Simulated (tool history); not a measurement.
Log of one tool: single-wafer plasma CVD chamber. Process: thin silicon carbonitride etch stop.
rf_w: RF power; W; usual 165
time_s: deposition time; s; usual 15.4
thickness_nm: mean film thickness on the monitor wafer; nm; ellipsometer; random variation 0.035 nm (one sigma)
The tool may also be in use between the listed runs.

run	hour	rf_w	time_s	wafers since the last listed run	hours since the last thermocouple change	hours since the last RF generator calibration	hours since the showerhead was replaced	hours since the gauge calibration	read-back reference wafer on the same gauge, thickness_nm	thickness_nm
1	0	165	15.4	0	576.6	258.3	2243.4	668.4	9.729	8.246
2	50.4	165	15.4	2235	627	308.7	2293.8	718.8	9.718	8.207
3	95.8	165	15.4	2013	672.4	354.1	2339.2	764.2	9.718	8.187
4	154.7	165	15.4	2612	731.3	413	2398.1	823.1	9.719	8.233
5	211.4	165	15.4	2514	788	469.7	2454.8	879.8	9.712	8.276
6	303.7	155	15.4	4093	880.3	562	2547.1	972.1	9.722	8.076
7	396.1	155	15.4	4097	972.7	654.4	2639.5	1064.5	9.72	8.093
8	454.5	155	15.4	2589	1031.1	712.8	2697.9	1122.9	9.724	8.068
9	547.8	185	15.4	4137	1124.4	806.1	2791.2	1216.2	9.723	8.4
# hour 575.3: RF generator calibrated
# hour 628: gauge calibrated
10	649	185	15.4	4133	1225.6	73.7	2892.4	21	9.713	8.492
11	685.1	185	15.4	1600	1261.7	109.8	2928.5	57.1	9.727	8.466
12	724.1	165	16.4	1729	1300.7	148.8	2967.5	96.1	9.727	8.751
13	795.5	185	15.4	3166	1372.1	220.2	3038.9	167.5	9.71	8.464
14	861.6	175	15.4	2931	1438.2	286.3	3105	233.6	9.722	8.342
15	902.5	140	17.1	1813	1479.1	327.2	3145.9	274.5	9.71	8.745
# hour 918.8: thermocouple changed; heater temperature recalibrated
16	1003.9	190	16.5	4142	85.1	428.6	3247.3	375.9	9.715	9.213
17	1055.2	145	13.3	2275	136.4	479.9	3298.6	427.2	9.712	6.861
# hour 1074.8: showerhead replaced
18	1109	175	13.7	2031	190.2	533.7	34.2	481	9.714	7.439
19	1214.7	155	17.6	4687	295.9	639.4	139.9	586.7	9.715	9.202
20	1277	165	15.4	2762	358.2	701.7	202.2	649	9.724	8.275
21	1379.6	165	15.4	4550	460.8	804.3	304.8	751.6	9.725	8.137
# hour 1434.3: RF generator calibrated
22	1443.2	180	12.7	2465	524.4	8.9	368.4	815.2	9.727	6.938

Consider 4 possible next runs. They are alternatives, not a sequence: every one starts from the tool as it was left by run 22. What does each give?
A	1443.6	165	15.4	17	524.8	9.3	368.8	815.6	?	?
B	1443.6	165	18	17	524.8	9.3	368.8	815.6	?	?
C	1443.6	135	18.4	17	524.8	9.3	368.8	815.6	?	?
D	1443.6	165	13.7	17	524.8	9.3	368.8	815.6	?	?

run	read-back reference wafer on the same gauge, thickness_nm	thickness_nm
A	9.72	8.268
B	9.72	9.663
C	9.72	9.363
D	9.72	7.355
Stripped of hidden state, with their random variation kept, the same runs would have yielded:
run	thickness_nm
A	8.268
B	9.663
C	9.363
D	7.355
